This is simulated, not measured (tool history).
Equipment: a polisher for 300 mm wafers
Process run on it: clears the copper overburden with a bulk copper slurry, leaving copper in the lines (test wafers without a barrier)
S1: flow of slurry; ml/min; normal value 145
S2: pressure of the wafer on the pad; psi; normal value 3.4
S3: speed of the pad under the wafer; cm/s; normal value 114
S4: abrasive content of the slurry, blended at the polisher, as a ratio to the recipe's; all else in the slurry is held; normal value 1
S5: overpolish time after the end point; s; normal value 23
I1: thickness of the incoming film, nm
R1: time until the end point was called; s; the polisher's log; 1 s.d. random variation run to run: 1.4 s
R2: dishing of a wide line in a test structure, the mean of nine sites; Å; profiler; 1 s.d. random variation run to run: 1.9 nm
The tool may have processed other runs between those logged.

run   hour   S1   S2   S3    S4  S5      I1     R1   R2
  1      0  145  3.4   92     1  23  1191.6  156.9  705
       7.8  -- worn pad replaced by a new one
  2   21.1  145  3.4   92     1  23  1176.8  158.9  726
  3   40.6  145  3.4  114     1  16  1190.3  131.7  665
      93.7  -- worn pad replaced by a new one
  4  135.3  145  3.4  114     1  16  1189.1  139.2  632
     139.3  -- slurry blender recalibrated
  5  151.4  145  3.4  114     1  16    1187  153.8  613
       154  -- slurry nozzle cleaned
     163.6  -- worn pad replaced by a new one
  6  184.2  115  3.4  114     1  23  1178.7  161.5  679
     239.2  -- slurry blender recalibrated, repeated, since the last time left the tool worse
     248.3  -- worn pad replaced by a new one
  7  250.3  115  3.4  114     1  23  1190.2  132.1  754
  8  273.8  185  4.3  114     1   9  1173.7   97.7  572
     287.9  -- head pressure recalibrated
  9  288.4  145  3.4   92     1  23  1209.8  160.7  679
 10  306.6  185  3.9  100  1.25  23  1185.3  114.4  762
 11  324.9  145  3.9  114  1.15  23  1204.8  110.5  785
     333.9  -- worn pad replaced by a new one
 12  337.6  185  3.4  114     1  18  1202.6  126.3  702
 13    350  110    4  114     1  23  1195.3    119  763
 14  381.5  145  3.4  114     1  23  1206.3  130.7  751
 15  402.3  145    4   88  0.75  13  1164.3  158.7  533

Some steps in R1 between neighbouring runs. How much of each would the tool show without its hidden state too (settings, what came in, random variation), and how much is left for the hidden state, with any gauge scatter that isn't in both results?
Hidden state present: removal rate lost through wear of the pad, %; slurry flow missing at the pad, %; deviation of the head's pressure from its setpoint, %; abrasive missing from the slurry, %.
Run 6 -> 7: slurry blender recalibrated, repeated, since the last time left the tool worse, worn pad replaced by a new one. R1 -29.4 s: hidden state -30.4, all else +1.
Run 8 -> 9: S1 185 -> 145, S2 4.3 -> 3.4, S3 114 -> 92, S5 9 -> 23, head pressure recalibrated. R1 +63 s: hidden state +0.7, all else +62.3.

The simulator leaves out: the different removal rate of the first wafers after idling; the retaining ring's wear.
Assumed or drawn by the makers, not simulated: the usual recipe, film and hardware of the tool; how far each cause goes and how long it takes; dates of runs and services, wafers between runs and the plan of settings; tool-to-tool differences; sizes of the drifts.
